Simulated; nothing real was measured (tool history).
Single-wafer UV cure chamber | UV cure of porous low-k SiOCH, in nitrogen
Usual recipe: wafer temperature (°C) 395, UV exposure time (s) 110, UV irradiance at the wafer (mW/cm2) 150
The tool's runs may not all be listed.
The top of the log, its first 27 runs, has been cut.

run,day,wafer temperature (°C),UV exposure time (s),UV irradiance at the wafer (mW/cm2),wafers since the last listed run,hours since the UV bulbs were replaced,wafers since the quartz window was cleaned,loss of film thickness in the cure (%)
28,16.600,381,110,150,178,113.2,404,9.313
29,16.892,378,155,138,65,120.2,469,10.344
30,17.317,395,110,150,94,130.4,564,9.546
31,17.629,395,110,150,69,137.9,634,9.367
32,18.138,380,90,179,113,150.1,747,8.888
33,18.650,395,145,118,114,162.4,861,9.765
34,19.262,376,110,135,136,177.1,998,8.484
35,19.679,387,65,161,92,187.1,1091,7.281
36,19.958,395,110,150,62,193.8,1153,9.351

5 options for the next run, each taken on its own from the tool as it stands now. Forecast them:
A,19.979,395,55,150,4,194.3,1158,?
B,19.979,386,145,150,4,194.3,1158,?
C,19.979,402,110,134,4,194.3,1158,?
D,19.979,395,50,187,4,194.3,1158,?
E,19.979,414,110,150,4,194.3,1158,?

run,loss of film thickness in the cure (%)
A,6.537
B,10.194
C,8.869
D,7.003
E,9.503
Had the tool no hidden state, the same runs would have come out as:
run,loss of film thickness in the cure (%)
A,6.764
B,10.449
C,9.114
D,7.234
E,9.753
